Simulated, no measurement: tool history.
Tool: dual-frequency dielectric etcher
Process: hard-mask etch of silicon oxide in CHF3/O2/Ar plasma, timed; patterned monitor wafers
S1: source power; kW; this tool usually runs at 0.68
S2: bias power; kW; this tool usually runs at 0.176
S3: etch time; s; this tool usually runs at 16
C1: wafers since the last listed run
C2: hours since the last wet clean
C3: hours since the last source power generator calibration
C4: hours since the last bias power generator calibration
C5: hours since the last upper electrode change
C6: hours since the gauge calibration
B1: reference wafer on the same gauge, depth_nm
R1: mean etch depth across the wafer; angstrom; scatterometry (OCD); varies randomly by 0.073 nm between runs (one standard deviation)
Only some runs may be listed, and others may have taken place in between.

{"run": 1, "hour": 0.0, "S1": 0.68, "S2": 0.176, "S3": 16, "C1": 0, "C2": 164.9, "C3": 3201.7, "C4": 1582.8, "C5": 4385, "C6": 367.8, "B1": 31.2, "R1": 301.6}
{"run": 2, "hour": 22.1, "S1": 0.68, "S2": 0.176, "S3": 16, "C1": 328, "C2": 187, "C3": 3223.8, "C4": 1604.9, "C5": 4407.1, "C6": 389.9, "B1": 31.18, "R1": 301.2}
{"run": 3, "hour": 37.0, "S1": 0.68, "S2": 0.176, "S3": 16, "C1": 221, "C2": 201.9, "C3": 3238.7, "C4": 1619.8, "C5": 4422, "C6": 404.8, "B1": 31.21, "R1": 301.9}
{"run": 4, "hour": 71.0, "S1": 0.68, "S2": 0.176, "S3": 16, "C1": 505, "C2": 235.9, "C3": 3272.7, "C4": 1653.8, "C5": 4456, "C6": 438.8, "B1": 31.22, "R1": 302.8}
{"run": 5, "hour": 95.1, "S1": 0.68, "S2": 0.176, "S3": 16, "C1": 358, "C2": 260, "C3": 3296.8, "C4": 1677.9, "C5": 4480.1, "C6": 462.9, "B1": 31.21, "R1": 301}
{"run": 6, "hour": 124.5, "S1": 0.79, "S2": 0.141, "S3": 16, "C1": 436, "C2": 289.4, "C3": 3326.2, "C4": 1707.3, "C5": 4509.5, "C6": 492.3, "B1": 31.19, "R1": 293.4}
{"hour": 150.3, "done": "bias power generator calibrated"}
{"run": 7, "hour": 155.7, "S1": 0.68, "S2": 0.176, "S3": 16, "C1": 404, "C2": 320.6, "C3": 3357.4, "C4": 5.4, "C5": 4540.7, "C6": 523.5, "B1": 31.21, "R1": 298.8}
{"hour": 198.5, "done": "upper electrode replaced"}
{"run": 8, "hour": 199.0, "S1": 0.61, "S2": 0.133, "S3": 13, "C1": 286, "C2": 363.9, "C3": 3400.7, "C4": 48.7, "C5": 0.5, "C6": 566.8, "B1": 31.21, "R1": 212.5}
{"run": 9, "hour": 203.4, "S1": 0.79, "S2": 0.156, "S3": 20.5, "C1": 65, "C2": 368.3, "C3": 3405.1, "C4": 53.1, "C5": 4.9, "C6": 571.2, "B1": 31.2, "R1": 384.6}
{"run": 10, "hour": 216.4, "S1": 0.68, "S2": 0.176, "S3": 18, "C1": 193, "C2": 381.3, "C3": 3418.1, "C4": 66.1, "C5": 17.9, "C6": 584.2, "B1": 31.2, "R1": 336.2}
{"run": 11, "hour": 249.1, "S1": 0.59, "S2": 0.134, "S3": 11.5, "C1": 485, "C2": 414, "C3": 3450.8, "C4": 98.8, "C5": 50.6, "C6": 616.9, "B1": 31.21, "R1": 185.9}
{"run": 12, "hour": 261.6, "S1": 0.68, "S2": 0.176, "S3": 16, "C1": 185, "C2": 426.5, "C3": 3463.3, "C4": 111.3, "C5": 63.1, "C6": 629.4, "B1": 31.18, "R1": 297.9}
{"run": 13, "hour": 278.4, "S1": 0.52, "S2": 0.145, "S3": 16, "C1": 249, "C2": 443.3, "C3": 3480.1, "C4": 128.1, "C5": 79.9, "C6": 646.2, "B1": 31.23, "R1": 257.7}
{"run": 14, "hour": 308.1, "S1": 0.68, "S2": 0.176, "S3": 16, "C1": 441, "C2": 473, "C3": 3509.8, "C4": 157.8, "C5": 109.6, "C6": 675.9, "B1": 31.19, "R1": 297.9}
{"hour": 358.8, "done": "wet clean of the chamber"}
{"run": 15, "hour": 359.3, "S1": 0.57, "S2": 0.159, "S3": 19, "C1": 404, "C2": 0.5, "C3": 3561, "C4": 209, "C5": 160.8, "C6": 727.1, "B1": 31.21, "R1": 324.7}
{"run": 16, "hour": 361.2, "S1": 0.68, "S2": 0.176, "S3": 16, "C1": 28, "C2": 2.4, "C3": 3562.9, "C4": 210.9, "C5": 162.7, "C6": 729, "B1": 31.22, "R1": 298.1}
{"hour": 370.3, "done": "bias power generator calibrated, repeated, since the last time left the tool worse"}
{"run": 17, "hour": 374.7, "S1": 0.68, "S2": 0.176, "S3": 16, "C1": 141, "C2": 15.9, "C3": 3576.4, "C4": 4.4, "C5": 176.2, "C6": 742.5, "B1": 31.19, "R1": 305.8}
{"run": 18, "hour": 399.0, "S1": 0.68, "S2": 0.176, "S3": 16, "C1": 360, "C2": 40.2, "C3": 3600.7, "C4": 28.7, "C5": 200.5, "C6": 766.8, "B1": 31.23, "R1": 304.5}
{"hour": 429.0, "done": "source power generator calibrated"}
{"run": 19, "hour": 432.8, "S1": 0.68, "S2": 0.176, "S3": 16, "C1": 442, "C2": 74, "C3": 3.8, "C4": 62.5, "C5": 234.3, "C6": 800.6, "B1": 31.2, "R1": 305.3}
{"hour": 449.5, "done": "gauge calibrated"}
{"run": 20, "hour": 456.0, "S1": 0.63, "S2": 0.176, "S3": 19.5, "C1": 344, "C2": 97.2, "C3": 27, "C4": 85.7, "C5": 257.5, "C6": 6.5, "B1": 31.19, "R1": 362.2}
{"run": 21, "hour": 489.7, "S1": 0.68, "S2": 0.14, "S3": 16, "C1": 500, "C2": 130.9, "C3": 60.7, "C4": 119.4, "C5": 291.2, "C6": 40.2, "B1": 31.18, "R1": 282.6}
{"run": 22, "hour": 523.6, "S1": 0.68, "S2": 0.176, "S3": 16, "C1": 503, "C2": 164.8, "C3": 94.6, "C4": 153.3, "C5": 325.1, "C6": 74.1, "B1": 31.2, "R1": 304.7}
{"run": 23, "hour": 566.9, "S1": 0.55, "S2": 0.176, "S3": 12.5, "C1": 643, "C2": 208.1, "C3": 137.9, "C4": 196.6, "C5": 368.4, "C6": 117.4, "B1": 31.21, "R1": 223.8}
{"run": 24, "hour": 596.5, "S1": 0.68, "S2": 0.176, "S3": 16, "C1": 439, "C2": 237.7, "C3": 167.5, "C4": 226.2, "C5": 398, "C6": 147, "B1": 31.2, "R1": 304.1}
{"run": 25, "hour": 674.7, "S1": 0.63, "S2": 0.202, "S3": 16, "C1": 1161, "C2": 315.9, "C3": 245.7, "C4": 304.4, "C5": 476.2, "C6": 225.2, "B1": 31.19, "R1": 312.2}
{"run": 26, "hour": 705.9, "S1": 0.68, "S2": 0.214, "S3": 16, "C1": 463, "C2": 347.1, "C3": 276.9, "C4": 335.6, "C5": 507.4, "C6": 256.4, "B1": 31.2, "R1": 326.5}
{"run": 27, "hour": 719.0, "S1": 0.75, "S2": 0.21, "S3": 19, "C1": 194, "C2": 360.2, "C3": 290, "C4": 348.7, "C5": 520.5, "C6": 269.5, "B1": 31.18, "R1": 395.8}
{"run": 28, "hour": 733.7, "S1": 0.75, "S2": 0.212, "S3": 18.5, "C1": 218, "C2": 374.9, "C3": 304.7, "C4": 363.4, "C5": 535.2, "C6": 284.2, "B1": 31.2, "R1": 386.4}
{"run": 29, "hour": 749.8, "S1": 0.52, "S2": 0.176, "S3": 11.5, "C1": 239, "C2": 391, "C3": 320.8, "C4": 379.5, "C5": 551.3, "C6": 300.3, "B1": 31.2, "R1": 201.5}

Below are 5 alternative next runs, each starting from the tool's condition after run 29. Predict each:
{"run": "A", "hour": 750.2, "S1": 0.68, "S2": 0.134, "S3": 16, "C1": 5, "C2": 391.4, "C3": 321.2, "C4": 379.9, "C5": 551.7, "C6": 300.7, "B1": "?", "R1": "?"}
{"run": "B", "hour": 750.2, "S1": 0.74, "S2": 0.176, "S3": 13.5, "C1": 5, "C2": 391.4, "C3": 321.2, "C4": 379.9, "C5": 551.7, "C6": 300.7, "B1": "?", "R1": "?"}
{"run": "C", "hour": 750.2, "S1": 0.68, "S2": 0.143, "S3": 16, "C1": 5, "C2": 391.4, "C3": 321.2, "C4": 379.9, "C5": 551.7, "C6": 300.7, "B1": "?", "R1": "?"}
{"run": "D", "hour": 750.2, "S1": 0.68, "S2": 0.211, "S3": 16, "C1": 5, "C2": 391.4, "C3": 321.2, "C4": 379.9, "C5": 551.7, "C6": 300.7, "B1": "?", "R1": "?"}
{"run": "E", "hour": 750.2, "S1": 0.68, "S2": 0.145, "S3": 18.5, "C1": 5, "C2": 391.4, "C3": 321.2, "C4": 379.9, "C5": 551.7, "C6": 300.7, "B1": "?", "R1": "?"}

run=A B1=31.21 R1=276
run=B B1=31.21 R1=262.5
run=C B1=31.21 R1=282.2
run=D B1=31.21 R1=323.5
run=E B1=31.21 R1=327.8
Stripped of hidden state, with their random variation kept, the same runs would have yielded:
run=A R1=276.5
run=B R1=263
run=C R1=282.7
run=D R1=324.2
run=E R1=328.4
